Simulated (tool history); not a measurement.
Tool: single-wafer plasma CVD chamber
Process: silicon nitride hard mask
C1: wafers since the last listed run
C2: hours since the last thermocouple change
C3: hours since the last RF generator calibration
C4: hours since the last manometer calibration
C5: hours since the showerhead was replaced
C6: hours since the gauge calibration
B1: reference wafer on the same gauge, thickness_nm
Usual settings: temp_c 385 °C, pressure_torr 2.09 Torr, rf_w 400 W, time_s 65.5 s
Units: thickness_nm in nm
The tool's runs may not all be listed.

Run 1, hour 0: usual settings but pressure_torr 2.42 Torr; C1 0; C2 2695.5; C3 1945.9; C4 2369.4; C5 3492.8; C6 270.9; B1 100.075. Result: thickness_nm 103.399 nm.
Run 2, hour 26.6: usual settings; C1 336; C2 2722.1; C3 1972.5; C4 2396; C5 3519.4; C6 297.5; B1 99.805. Result: thickness_nm 100.434 nm.
Run 3, hour 42.2: usual settings but rf_w 375 W; C1 197; C2 2737.7; C3 1988.1; C4 2411.6; C5 3535; C6 313.1; B1 100.19. Result: thickness_nm 97.279 nm.
Run 4, hour 59.6: usual settings but rf_w 375 W; C1 219; C2 2755.1; C3 2005.5; C4 2429; C5 3552.4; C6 330.5; B1 100.065. Result: thickness_nm 97.611 nm.
Run 5, hour 88.1: usual settings but pressure_torr 1.94 Torr; C1 360; C2 2783.6; C3 2034; C4 2457.5; C5 3580.9; C6 359; B1 100.066. Result: thickness_nm 98.092 nm.
Run 6, hour 108.6: usual settings but temp_c 397 °C, pressure_torr 1.86 Torr; C1 259; C2 2804.1; C3 2054.5; C4 2478; C5 3601.4; C6 379.5; B1 99.963. Result: thickness_nm 97.482 nm.
Run 7, hour 126.7: usual settings but temp_c 397 °C, pressure_torr 1.86 Torr; C1 228; C2 2822.2; C3 2072.6; C4 2496.1; C5 3619.5; C6 397.6; B1 99.953. Result: thickness_nm 97.517 nm.
Run 8, hour 139.5: usual settings but temp_c 397 °C, pressure_torr 1.86 Torr; C1 161; C2 2835; C3 2085.4; C4 2508.9; C5 3632.3; C6 410.4; B1 100.068. Result: thickness_nm 97.214 nm.
Run 9, hour 158.2: usual settings; C1 236; C2 2853.7; C3 2104.1; C4 2527.6; C5 3651; C6 429.1; B1 99.824. Result: thickness_nm 100.141 nm.
Run 10, hour 175.3: usual settings; C1 216; C2 2870.8; C3 2121.2; C4 2544.7; C5 3668.1; C6 446.2; B1 100.038. Result: thickness_nm 100.241 nm.
Run 11, hour 217.7: usual settings; C1 535; C2 2913.2; C3 2163.6; C4 2587.1; C5 3710.5; C6 488.6; B1 100.04. Result: thickness_nm 99.953 nm.
At hour 235.5: RF generator calibrated.
Run 12, hour 238.8: usual settings but temp_c 393 °C; C1 165; C2 2934.3; C3 3.3; C4 2608.2; C5 3731.6; C6 509.7; B1 100.054. Result: thickness_nm 97.589 nm.
At hour 276.3: gauge calibrated.
At hour 283.9: showerhead replaced.
Run 13, hour 333.5: usual settings but temp_c 393 °C; C1 1095; C2 3029; C3 98; C4 2702.9; C5 49.6; C6 57.2; B1 100.059. Result: thickness_nm 97.558 nm.
At hour 349.6: thermocouple changed; heater temperature recalibrated.
Run 14, hour 350.1: usual settings; C1 108; C2 0.5; C3 114.6; C4 2719.5; C5 66.2; C6 73.8; B1 99.996. Result: thickness_nm 98.074 nm.
Run 15, hour 363.2: usual settings; C1 165; C2 13.6; C3 127.7; C4 2732.6; C5 79.3; C6 86.9; B1 99.973. Result: thickness_nm 97.661 nm.
At hour 399.8: capacitance manometer re-zeroed and calibrated.
Run 16, hour 412.9: usual settings but temp_c 396 °C, pressure_torr 2.28 Torr, time_s 53.6 s; C1 527; C2 63.3; C3 177.4; C4 13.1; C5 129; C6 136.6; B1 99.979. Result: thickness_nm 80.956 nm.
At hour 436.1: RF generator calibrated, repeated, since the last time left the tool worse.
Run 17, hour 462.2: usual settings; C1 521; C2 112.6; C3 26.1; C4 62.4; C5 178.3; C6 185.9; B1 99.889. Result: thickness_nm 102.833 nm.
Run 18, hour 488.8: usual settings but rf_w 345 W; C1 336; C2 139.2; C3 52.7; C4 89; C5 204.9; C6 212.5; B1 100.158. Result: thickness_nm 95.812 nm.
Run 19, hour 520.9: usual settings but temp_c 392 °C, time_s 55.4 s; C1 405; C2 171.3; C3 84.8; C4 121.1; C5 237; C6 244.6; B1 99.911. Result: thickness_nm 86.444 nm.
Run 20, hour 576.4: usual settings but temp_c 377 °C, pressure_torr 2.41 Torr; C1 701; C2 226.8; C3 140.3; C4 176.6; C5 292.5; C6 300.1; B1 99.997. Result: thickness_nm 106.923 nm.
Run 21, hour 595.4: usual settings but temp_c 393 °C, pressure_torr 1.63 Torr, rf_w 320 W; C1 240; C2 245.8; C3 159.3; C4 195.6; C5 311.5; C6 319.1; B1 100.017. Result: thickness_nm 86.706 nm.
Run 22, hour 617: usual settings; C1 272; C2 267.4; C3 180.9; C4 217.2; C5 333.1; C6 340.7; B1 99.922. Result: thickness_nm 102.859 nm.
Run 23, hour 646.7: usual settings but pressure_torr 2.24 Torr; C1 375; C2 297.1; C3 210.6; C4 246.9; C5 362.8; C6 370.4; B1 99.949. Result: thickness_nm 104.104 nm.
Run 24, hour 677: usual settings but temp_c 374 °C, pressure_torr 1.92 Torr, rf_w 465 W, time_s 54.9 s; C1 382; C2 327.4; C3 240.9; C4 277.2; C5 393.1; C6 400.7; B1 99.805. Result: thickness_nm 91.898 nm.
Run 25, hour 697.3: usual settings; C1 256; C2 347.7; C3 261.2; C4 297.5; C5 413.4; C6 421; B1 99.956. Result: thickness_nm 102.429 nm.
At hour 716.6: gauge calibrated.
Run 26, hour 751: usual settings but temp_c 397 °C, pressure_torr 2.31 Torr, rf_w 465 W, time_s 58 s; C1 678; C2 401.4; C3 314.9; C4 351.2; C5 467.1; C6 34.4; B1 99.879. Result: thickness_nm 99.837 nm.
Run 27, hour 766.8: usual settings but pressure_torr 2.28 Torr, rf_w 380 W; C1 199; C2 417.2; C3 330.7; C4 367; C5 482.9; C6 50.2; B1 100.097. Result: thickness_nm 102.116 nm.
Run 28, hour 799.9: usual settings but time_s 77.3 s; C1 418; C2 450.3; C3 363.8; C4 400.1; C5 516; C6 83.3; B1 100.175. Result: thickness_nm 120.942 nm.

What the log doesn't show, run by run:
wafer temperature above the value expected at the setpoint (K): 0 in every run
true pressure above the setpoint (%): 0 in every run
gauge reads high (%): 0 in every run
H1: delivered RF power above the setpoint (%)
run      H1
  1   -5.21
  2   -5.35
  3   -5.43
  4   -5.52
  5   -5.67
  6   -5.78
  7   -5.88
  8   -5.95
  9   -6.05
 10   -6.15
 11   -6.38
 12   -10.3
 13   -10.4
 14   -10.4
 15   -10.4
 16   -10.4
 17  -0.863
 18  -0.866
 19  -0.872
 20  -0.888
 21  -0.896
 22  -0.905
 23  -0.921
 24  -0.938
 25  -0.952
 26  -0.992
 27   -1.01
 28   -1.04
